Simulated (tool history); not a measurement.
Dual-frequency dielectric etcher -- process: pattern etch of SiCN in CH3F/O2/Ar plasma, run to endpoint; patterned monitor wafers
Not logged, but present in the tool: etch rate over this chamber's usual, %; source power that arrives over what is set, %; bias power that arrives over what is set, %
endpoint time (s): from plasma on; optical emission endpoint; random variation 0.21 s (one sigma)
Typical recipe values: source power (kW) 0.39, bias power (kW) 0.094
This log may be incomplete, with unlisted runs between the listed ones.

run,hour,source power (kW),bias power (kW),wafers since the last listed run,hours since the last wet clean,hours since the last source power generator calibration,hours since the last bias power generator calibration,hours since the last upper electrode change,"incoming incoming film thickness, nm",endpoint time (s)
1,0,0.45,0.112,0,302.5,4270,2191,3242.6,11.24,23.6
2,8.9,0.39,0.094,104,311.4,4278.9,2199.9,3251.5,11.25,26.9
3,18.7,0.32,0.094,114,321.2,4288.7,2209.7,3261.3,11.31,28.4
4,31.6,0.39,0.102,151,334.1,4301.6,2222.6,3274.2,11.08,25.3
5,40.2,0.39,0.094,100,342.7,4310.2,2231.2,3282.8,11.24,27
6,48.6,0.39,0.094,98,351.1,4318.6,2239.6,3291.2,11.12,26.6
7,62.4,0.39,0.11,161,364.9,4332.4,2253.4,3305,11.1,24.7
8,112.1,0.39,0.11,581,414.6,4382.1,2303.1,3354.7,11.17,24.4
# hour 144.5: upper electrode replaced
9,145,0.39,0.094,104,447.5,4415,2336,0.5,11.13,26.7
10,145.3,0.39,0.094,0,447.8,4415.3,2336.3,0.8,11.29,27.1
# hour 149: source power generator calibrated
11,153.8,0.39,0.094,56,456.3,4.8,2344.8,9.3,11.19,26.8
12,167.7,0.39,0.094,162,470.2,18.7,2358.7,23.2,11.19,27
# hour 177.6: bias power generator calibrated
13,181.6,0.39,0.104,115,484.1,32.6,4,37.1,11.26,25.7
# hour 214.4: wet clean of the chamber
14,214.9,0.39,0.094,108,0.5,65.9,37.3,70.4,11.24,26.7
15,215.2,0.39,0.094,3,0.8,66.2,37.6,70.7,11.24,26.8
16,217.6,0.39,0.094,28,3.2,68.6,40,73.1,11.11,26.5
17,224.9,0.39,0.11,85,10.5,75.9,47.3,80.4,11.11,24.4
18,232.8,0.49,0.075,92,18.4,83.8,55.2,88.3,11.11,27.7
19,282.1,0.39,0.094,577,67.7,133.1,104.5,137.6,11.16,26.8
20,295.1,0.43,0.101,152,80.7,146.1,117.5,150.6,11.17,25.2
21,303.2,0.32,0.102,94,88.8,154.2,125.6,158.7,11.24,27
22,312.6,0.46,0.106,110,98.2,163.6,135,168.1,11.27,24.1
23,322.9,0.39,0.094,120,108.5,173.9,145.3,178.4,11.09,26.8
24,330.9,0.43,0.101,93,116.5,181.9,153.3,186.4,11.21,25
25,357.6,0.46,0.081,312,143.2,208.6,180,213.1,11.13,27.5
26,375,0.45,0.109,203,160.6,226,197.4,230.5,11.08,23.4
27,390,0.39,0.094,175,175.6,241,212.4,245.5,11.16,26.6
28,398.6,0.45,0.111,100,184.2,249.6,221,254.1,11.09,22.9
29,416.2,0.3,0.079,206,201.8,267.2,238.6,271.7,11.08,31.3
30,422.4,0.32,0.102,72,208,273.4,244.8,277.9,11.29,27.5
31,428.8,0.29,0.116,74,214.4,279.8,251.2,284.3,11.16,26.1
32,445,0.46,0.094,189,230.6,296,267.4,300.5,11.22,25.4

What was the tool's hidden state at every run in the log?
etch rate over this chamber's usual, %: 0 on each run
source power that arrives over what is set, %: 0 on each run
bias power that arrives over what is set, %: 0 on each run
